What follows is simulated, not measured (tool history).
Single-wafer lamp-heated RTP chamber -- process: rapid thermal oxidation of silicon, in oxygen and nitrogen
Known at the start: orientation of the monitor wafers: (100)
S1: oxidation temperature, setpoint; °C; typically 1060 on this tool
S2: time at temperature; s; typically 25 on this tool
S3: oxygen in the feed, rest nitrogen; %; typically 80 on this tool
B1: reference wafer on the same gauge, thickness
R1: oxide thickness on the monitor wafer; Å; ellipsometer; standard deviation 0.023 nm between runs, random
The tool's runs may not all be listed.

Run 1, hour 0: usual settings but S1 1049 °C; B1 4.825. Result: R1 51.38 Å.
Run 2, hour 45.2: usual settings but S1 1049 °C; B1 4.833. Result: R1 51.25 Å.
At hour 76.3: pyrometer window cleaned and pyrometer calibrated.
Run 3, hour 89.7: usual settings; B1 4.831. Result: R1 52.26 Å.
Run 4, hour 120.1: usual settings but S1 1079 °C, S2 31 s; B1 4.83. Result: R1 65.87 Å.
Run 5, hour 147.6: usual settings but S1 1071 °C, S3 69 %; B1 4.832. Result: R1 55.07 Å.
Run 6, hour 187: usual settings but S1 1071 °C, S3 69 %; B1 4.835. Result: R1 54.84 Å.
Run 7, hour 235.5: usual settings; B1 4.833. Result: R1 54.24 Å.
Run 8, hour 300.3: usual settings; B1 4.837. Result: R1 54.59 Å.
Run 9, hour 346: usual settings; B1 4.833. Result: R1 55.66 Å.
Run 10, hour 386.7: usual settings; B1 4.845. Result: R1 55.08 Å.
Run 11, hour 424.7: usual settings but S1 1038 °C, S2 21 s; B1 4.831. Result: R1 44.38 Å.
Run 12, hour 488.2: usual settings; B1 4.836. Result: R1 55.4 Å.
At hour 534.1: pyrometer window cleaned and pyrometer calibrated.
Run 13, hour 607.5: usual settings; B1 4.83. Result: R1 53.34 Å.
Run 14, hour 662.5: usual settings but S3 98 %; B1 4.83. Result: R1 57.91 Å.
At hour 668.1: gauge calibrated.
Run 15, hour 704.9: usual settings but S1 1089 °C, S2 31 s, S3 67 %; B1 4.824. Result: R1 67.41 Å.
Run 16, hour 745.7: usual settings but S2 30 s; B1 4.827. Result: R1 59.04 Å.
Run 17, hour 776.7: usual settings but S1 1070 °C, S2 15 s, S3 54 %; B1 4.829. Result: R1 41.68 Å.
Run 18, hour 845.3: usual settings but S2 17 s, S3 63 %; B1 4.838. Result: R1 43.21 Å.
Run 19, hour 874.5: usual settings but S2 21 s; B1 4.823. Result: R1 51.05 Å.
Run 20, hour 902.6: usual settings; B1 4.821. Result: R1 55.44 Å.
Run 21, hour 926.8: usual settings but S1 1041 °C, S2 35 s, S3 98 %; B1 4.819. Result: R1 60.21 Å.
At hour 959.9: oxygen flow controller replaced.
Run 22, hour 962.4: usual settings; B1 4.823. Result: R1 55.16 Å.
At hour 992.5: pyrometer window cleaned and pyrometer calibrated.
Run 23, hour 1032.9: usual settings but S1 1051 °C, S2 28 s, S3 98 %; B1 4.83. Result: R1 55.9 Å.
Run 24, hour 1071.1: usual settings; B1 4.834. Result: R1 53.84 Å.
Run 25, hour 1177.6: usual settings but S1 1071 °C, S2 36 s, S3 92 %; B1 4.834. Result: R1 72.56 Å.
Run 26, hour 1330.9: usual settings but S1 1045 °C, S2 21 s, S3 98 %; B1 4.829. Result: R1 49.78 Å.
At hour 1379.3: gauge calibrated.
Run 27, hour 1398.4: usual settings but S1 1050 °C, S2 20 s, S3 69 %; B1 4.827. Result: R1 44.8 Å.
At hour 1412.2: pyrometer window cleaned and pyrometer calibrated.
Run 28, hour 1440.5: usual settings but S1 1080 °C, S2 36 s; B1 4.845. Result: R1 70.24 Å.

4 ways to go on from here, each from the tool as it stands after run 28. What would each give?
Run A, hour 1440.9: usual settings; B1 ?. Result: R1 ?.
Run B, hour 1440.9: usual settings but S1 1088 °C, S2 34 s; B1 ?. Result: R1 ?.
Run C, hour 1440.9: usual settings but S2 18 s; B1 ?. Result: R1 ?.
Run D, hour 1440.9: usual settings but S2 37 s, S3 60 %; B1 ?. Result: R1 ?.

run    B1     R1
  A  4.83  52.65
  B  4.83  72.04
  C  4.83     46
  D  4.83  56.22
With no hidden state in the tool, these same runs would have given:
run     R1
  A  51.57
  B  70.61
  C  45.06
  D  55.07
